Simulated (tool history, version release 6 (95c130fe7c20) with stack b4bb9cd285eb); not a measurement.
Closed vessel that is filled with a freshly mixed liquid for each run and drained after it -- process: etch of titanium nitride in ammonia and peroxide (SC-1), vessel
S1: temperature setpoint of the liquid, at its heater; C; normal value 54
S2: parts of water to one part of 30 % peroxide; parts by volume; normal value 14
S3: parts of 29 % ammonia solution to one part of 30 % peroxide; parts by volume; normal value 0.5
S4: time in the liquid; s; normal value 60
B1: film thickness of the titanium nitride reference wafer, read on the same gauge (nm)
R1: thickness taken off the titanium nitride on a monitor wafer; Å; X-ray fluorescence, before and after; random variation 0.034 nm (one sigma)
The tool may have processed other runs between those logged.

run	hour	S1	S2	S3	S4	B1	R1
1	0	54	14	0.5	60	140.04	72.5
2	77.2	54	14	0.5	60	140	71.5
3	163.4	54	14	0.5	60	140.01	71.1
4	259.3	54	14	0.5	60	139.99	70.3
5	297.2	54	14	0.5	60	140.01	71.1
6	358.1	54	9.5	0.5	60	139.99	86.1
7	432.4	54	9.5	0.5	60	140.06	85.7
8	538.5	48.5	14	0.5	60	139.96	47.6
# hour 540.7: new drum of ammonia solution connected
9	603.2	54	14	0.5	50	140	59.2
# hour 610.4: gauge calibrated
# hour 639.4: ammonia flow meter replaced
10	658.4	59	14	0.5	60	140	100.9
11	716.6	59	14	0.5	60	140.02	101.5
12	793.5	54	8.5	0.5	60	139.98	94
# hour 824.5: thermometer replaced
13	855	51	14	0.35	50	140.01	45.3
14	939.2	62.5	9	0.6	90	140	243.4
# hour 967.9: new drum of ammonia solution connected
15	991.2	47	10	0.4	90	140.04	77.9
16	1097.9	54	14	0.6	60	140.02	74.7
17	1169.9	54	14	0.5	60	140.03	71.8
18	1254.6	54	14	0.65	60	140.02	74.5

Run 19 is up next; what results do you expect?
19	1339.3	48	20.5	0.7	75	?	?

For run 19 the tool returned B1 140.03, R1 50.5 Å.
The same run, on a tool lacking any hidden state, would have yielded R1 52.1 Å.
